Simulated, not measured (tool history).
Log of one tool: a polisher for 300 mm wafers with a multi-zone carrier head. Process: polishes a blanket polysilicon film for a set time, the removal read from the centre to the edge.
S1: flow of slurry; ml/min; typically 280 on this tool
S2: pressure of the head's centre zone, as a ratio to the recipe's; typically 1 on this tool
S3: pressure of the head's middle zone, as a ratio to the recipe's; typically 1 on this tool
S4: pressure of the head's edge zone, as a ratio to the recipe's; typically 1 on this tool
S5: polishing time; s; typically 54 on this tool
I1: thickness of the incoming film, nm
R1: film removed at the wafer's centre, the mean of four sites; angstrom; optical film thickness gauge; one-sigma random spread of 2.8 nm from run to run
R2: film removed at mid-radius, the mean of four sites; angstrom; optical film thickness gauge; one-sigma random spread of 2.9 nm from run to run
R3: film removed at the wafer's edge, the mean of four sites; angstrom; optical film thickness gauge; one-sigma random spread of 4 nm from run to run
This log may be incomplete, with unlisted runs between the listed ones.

run   hour   S1    S2    S3    S4  S5      I1    R1    R2    R3
  1      0  245     1     1     1  54  1089.6  4664  4453  4501
  2   19.3  245     1     1     1  54  1076.4  4623  4503  4417
      37.1  -- centre zone pressure recalibrated
  3   47.9  280     1     1     1  54  1071.9  4415  4554  4483
  4   78.1  280     1     1     1  54    1057  4535  4542  4475
  5    100  280     1     1     1  54  1056.7  4521  4536  4596
  6  128.1  280     1     1     1  58  1064.2  4952  4907  4868
     136.4  -- worn pad replaced by a new one
  7  148.1  345  0.92     1  1.11  42  1069.8  3510  3596  3730
     162.9  -- carrier head's membrane replaced by a new one, of another model than before
  8    167  280     1     1     1  65    1058  5492  5495  5474
  9  182.8  280  0.93     1     1  54  1070.1  4445  4566  4515
 10  216.5  280     1     1     1  58  1071.6  4909  4869  4863
 11  252.5  280  0.91  1.11     1  54  1075.5  4464  4766  4527
     287.6  -- worn pad replaced by a new one
 12  288.1  280     1     1     1  54    1078  4695  4524  4604
     295.9  -- slurry nozzle cleaned
 13  299.3  210     1  1.09  1.07  54  1066.4  4475  4543  4450
     305.6  -- centre zone pressure recalibrated
     321.9  -- edge zone pressure recalibrated
 14  325.7  190     1     1     1  38  1081.4  2926  3009  3089
 15    358  280     1  0.96     1  54  1081.5  4490  4431  4558
 16    389  280     1     1  1.04  54  1081.8  4556  4554  4614
 17  403.7  280     1     1     1  54  1069.6  4542  4521  4533
 18  417.5  280     1     1     1  72  1092.5  6099  6072  6029
 19  439.3  365  1.09     1  0.89  54  1076.4  4934  4704  4527
     449.5  -- worn pad replaced by a new one
 20  461.3  315     1     1     1  54  1075.5  4594  4584  4626
 21  486.1  215  1.07     1  1.04  47  1076.2  3987  3798  3881
 22  518.1  280     1   0.9     1  54    1081  4590  4371  4506
 23  545.9  280     1     1   0.9  54  1070.2  4616  4554  4438

Below are 3 alternative next runs, each starting from the tool's condition after run 23. Predict each:
  A  546.3  280     1     1     1  54  1068.2   ?   ?   ?
  B  546.3  360     1  0.97     1  59  1068.2   ?   ?   ?
  C  546.3  365  0.95     1  0.88  69  1068.2   ?   ?   ?

run    R1    R2    R3
  A  4589  4542  4578
  B  5154  5019  5099
  C  5893  5958  5776
With the hidden condition removed and each run's random variation left untouched, the same runs would have given:
run    R1    R2    R3
  A  4370  4543  4578
  B  4907  5020  5099
  C  5610  5959  5776
